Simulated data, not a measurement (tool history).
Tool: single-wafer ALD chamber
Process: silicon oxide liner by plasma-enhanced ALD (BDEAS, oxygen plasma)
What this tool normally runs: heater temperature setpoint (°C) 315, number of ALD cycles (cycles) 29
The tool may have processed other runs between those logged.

run    hour  heater temperature setpoint (°C)  number of ALD cycles (cycles)  wafers since the last listed run  hours since the last thermocouple change  hours since the gauge calibration  read-back reference wafer on the same gauge, thickness_nm  mean film thickness on the monitor wafer (angstrom)
  1       0                               315                             29                                 0                                     387.7                              460.5                                                      2.821                                                27.99
  2      50                               315                             29                               643                                     437.7                              510.5                                                       2.82                                                 28.1
  3    86.9                               315                             33                               474                                     474.6                              547.4                                                      2.822                                                31.88
  4   134.1                               310                             28                               607                                     521.8                              594.6                                                       2.82                                                27.32
  5   159.3                               315                             31                               324                                       547                              619.8                                                      2.823                                                29.88
  6   188.3                               315                             31                               373                                       576                              648.8                                                      2.819                                                30.08
  7   255.9                               315                             31                               869                                     643.6                              716.4                                                       2.82                                                   30
  8   323.6                               315                             32                               870                                     711.3                              784.1                                                      2.819                                                   31
  9   385.7                               315                             32                               798                                     773.4                              846.2                                                       2.82                                                30.93
      437.5  -- gauge calibrated
 10   440.7                               315                             32                               707                                     828.4                                3.2                                                      2.819                                                31.09
 11   466.9                               315                             29                               336                                     854.6                               29.4                                                       2.82                                                28.17
 12   528.7                               315                             29                               794                                     916.4                               91.2                                                      2.821                                                28.21
 13   599.6                               325                             34                               911                                     987.3                              162.1                                                      2.819                                                32.41
 14   651.5                               315                             29                               667                                    1039.2                                214                                                      2.822                                                28.25
      705.9  -- thermocouple changed; heater temperature recalibrated
 15   706.4                               310                             31                               603                                       0.5                              268.9                                                       2.82                                                30.12
 16   730.1                               300                             32                               304                                      24.2                              292.6                                                      2.821                                                31.65
 17   798.1                               315                             29                               874                                      92.2                              360.6                                                       2.82                                                27.86
 18   828.4                               315                             29                               389                                     122.5                              390.9                                                      2.821                                                27.89
 19   865.5                               315                             29                               477                                     159.6                                428                                                      2.822                                                27.88
 20   903.4                               315                             29                               487                                     197.5                              465.9                                                       2.82                                                27.89
 21   966.1                               315                             34                               806                                     260.2                              528.6                                                      2.819                                                32.94
 22  1005.3                               315                             25                               504                                     299.4                              567.8                                                      2.822                                                24.12
 23  1065.3                               310                             32                               771                                     359.4                              627.8                                                      2.822                                                31.03
 24  1092.3                               315                             35                               347                                     386.4                              654.8                                                      2.819                                                33.72
     1152.8  -- gauge calibrated
 25    1199                               321                             29                              1372                                     493.1                               46.2                                                       2.82                                                27.87

Predict each of these 5 candidate next runs independently; none follows another, all start after run 25:
  A  1199.4                               315                             29                                 5                                     493.5                               46.6                                                          ?                                                    ?
  B  1199.4                               327                             25                                 5                                     493.5                               46.6                                                          ?                                                    ?
  C  1199.4                               323                             24                                 5                                     493.5                               46.6                                                          ?                                                    ?
  D  1199.4                               305                             29                                 5                                     493.5                               46.6                                                          ?                                                    ?
  E  1199.4                               307                             25                                 5                                     493.5                               46.6                                                          ?                                                    ?

run  read-back reference wafer on the same gauge, thickness_nm  mean film thickness on the monitor wafer (angstrom)
  A                                                       2.82                                                27.96
  B                                                       2.82                                                23.63
  C                                                       2.82                                                22.84
  D                                                       2.82                                                28.41
  E                                                       2.82                                                24.41
Without the tool's unlogged condition, the same runs would have read:
run  mean film thickness on the monitor wafer (angstrom)
  A                                                27.88
  B                                                23.56
  C                                                22.77
  D                                                28.33
  E                                                24.35

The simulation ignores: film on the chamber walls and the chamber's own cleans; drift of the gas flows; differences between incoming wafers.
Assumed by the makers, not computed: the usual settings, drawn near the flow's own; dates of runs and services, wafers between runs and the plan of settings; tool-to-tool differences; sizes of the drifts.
